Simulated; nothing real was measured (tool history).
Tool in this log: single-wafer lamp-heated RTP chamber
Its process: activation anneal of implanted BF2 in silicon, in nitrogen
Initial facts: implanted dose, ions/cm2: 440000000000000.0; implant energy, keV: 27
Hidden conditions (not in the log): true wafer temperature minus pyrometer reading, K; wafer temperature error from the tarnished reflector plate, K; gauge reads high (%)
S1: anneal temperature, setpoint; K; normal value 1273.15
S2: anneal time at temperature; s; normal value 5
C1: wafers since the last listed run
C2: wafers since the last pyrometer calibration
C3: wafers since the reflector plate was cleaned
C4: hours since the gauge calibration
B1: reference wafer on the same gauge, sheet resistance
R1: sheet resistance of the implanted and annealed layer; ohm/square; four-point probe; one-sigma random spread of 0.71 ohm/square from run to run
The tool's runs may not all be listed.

run 1 hour=0.0 | S1=1273.15 S2=3 | C1=0 C2=3757 C3=3757 C4=257.0 | B1=341.92 | R1=298.81
-- hour=9.6 pyrometer window cleaned and pyrometer calibrated
run 2 hour=47.7 | S1=1273.15 S2=3 | C1=898 C2=861 C3=4655 C4=304.7 | B1=341.88 | R1=300.51
run 3 hour=72.9 | S1=1273.15 S2=3 | C1=570 C2=1431 C3=5226 C4=329.9 | B1=341.99 | R1=299.02
run 4 hour=112.1 | S1=1290.15 S2=5 | C1=886 C2=2318 C3=6113 C4=369.1 | B1=341.93 | R1=295.13
-- hour=203.4 gauge calibrated
-- hour=214.9 pyrometer window cleaned and pyrometer calibrated
-- hour=240.1 reflector plate cleaned
run 5 hour=240.6 | S1=1290.15 S2=5 | C1=2545 C2=401 C3=12 C4=37.2 | B1=341.96 | R1=296.24
run 6 hour=311.3 | S1=1290.15 S2=5 | C1=1599 C2=2000 C3=1612 C4=107.9 | B1=342.01 | R1=295.29
run 7 hour=379.8 | S1=1273.15 S2=5 | C1=1549 C2=3550 C3=3161 C4=176.4 | B1=342.13 | R1=297.75
-- hour=388.4 pyrometer window cleaned and pyrometer calibrated
run 8 hour=433.4 | S1=1273.15 S2=5 | C1=1031 C2=1018 C3=4193 C4=230.0 | B1=342.04 | R1=298.92
run 9 hour=499.8 | S1=1292.15 S2=5 | C1=1502 C2=2521 C3=5696 C4=296.4 | B1=341.90 | R1=295.17
run 10 hour=527.7 | S1=1273.15 S2=5 | C1=631 C2=3152 C3=6327 C4=324.3 | B1=342.04 | R1=297.85
run 11 hour=559.8 | S1=1273.15 S2=3 | C1=726 C2=3879 C3=7053 C4=356.4 | B1=341.95 | R1=298.93
-- hour=603.7 pyrometer window cleaned and pyrometer calibrated
run 12 hour=609.2 | S1=1273.15 S2=7 | C1=936 C2=123 C3=7990 C4=405.8 | B1=342.04 | R1=300.47
run 13 hour=677.5 | S1=1301.15 S2=7 | C1=1545 C2=1669 C3=9535 C4=474.1 | B1=342.05 | R1=293.53
-- hour=682.7 gauge calibrated
-- hour=700.2 reflector plate cleaned
run 14 hour=705.4 | S1=1285.15 S2=6 | C1=450 C2=2119 C3=116 C4=22.7 | B1=342.11 | R1=295.81
run 15 hour=731.8 | S1=1284.15 S2=3 | C1=597 C2=2716 C3=714 C4=49.1 | B1=342.16 | R1=296.76
run 16 hour=761.1 | S1=1245.15 S2=6 | C1=662 C2=3379 C3=1377 C4=78.4 | B1=341.99 | R1=308.03
-- hour=812.6 pyrometer window cleaned and pyrometer calibrated
run 17 hour=938.6 | S1=1282.15 S2=6 | C1=3835 C2=2851 C3=5212 C4=255.9 | B1=341.91 | R1=296.94

Forecast each of these 5 alternatives for the next run:
run A hour=939.0 | S1=1273.15 S2=5 | C1=9 C2=2860 C3=5221 C4=256.3 | B1=? | R1=?
run B hour=939.0 | S1=1257.15 S2=3 | C1=9 C2=2860 C3=5221 C4=256.3 | B1=? | R1=?
run C hour=939.0 | S1=1250.15 S2=4 | C1=9 C2=2860 C3=5221 C4=256.3 | B1=? | R1=?
run D hour=939.0 | S1=1260.15 S2=7 | C1=9 C2=2860 C3=5221 C4=256.3 | B1=? | R1=?
run E hour=939.0 | S1=1295.15 S2=5 | C1=9 C2=2860 C3=5221 C4=256.3 | B1=? | R1=?

run=A B1=341.99 R1=297.84
run=B B1=341.99 R1=305.04
run=C B1=341.99 R1=307.93
run=D B1=341.99 R1=300.52
run=E B1=341.99 R1=295.16
With no hidden state in the tool, these same runs would have given:
run=A R1=301.23
run=B R1=311.91
run=C R1=316.27
run=D R1=305.90
run=E R1=296.04

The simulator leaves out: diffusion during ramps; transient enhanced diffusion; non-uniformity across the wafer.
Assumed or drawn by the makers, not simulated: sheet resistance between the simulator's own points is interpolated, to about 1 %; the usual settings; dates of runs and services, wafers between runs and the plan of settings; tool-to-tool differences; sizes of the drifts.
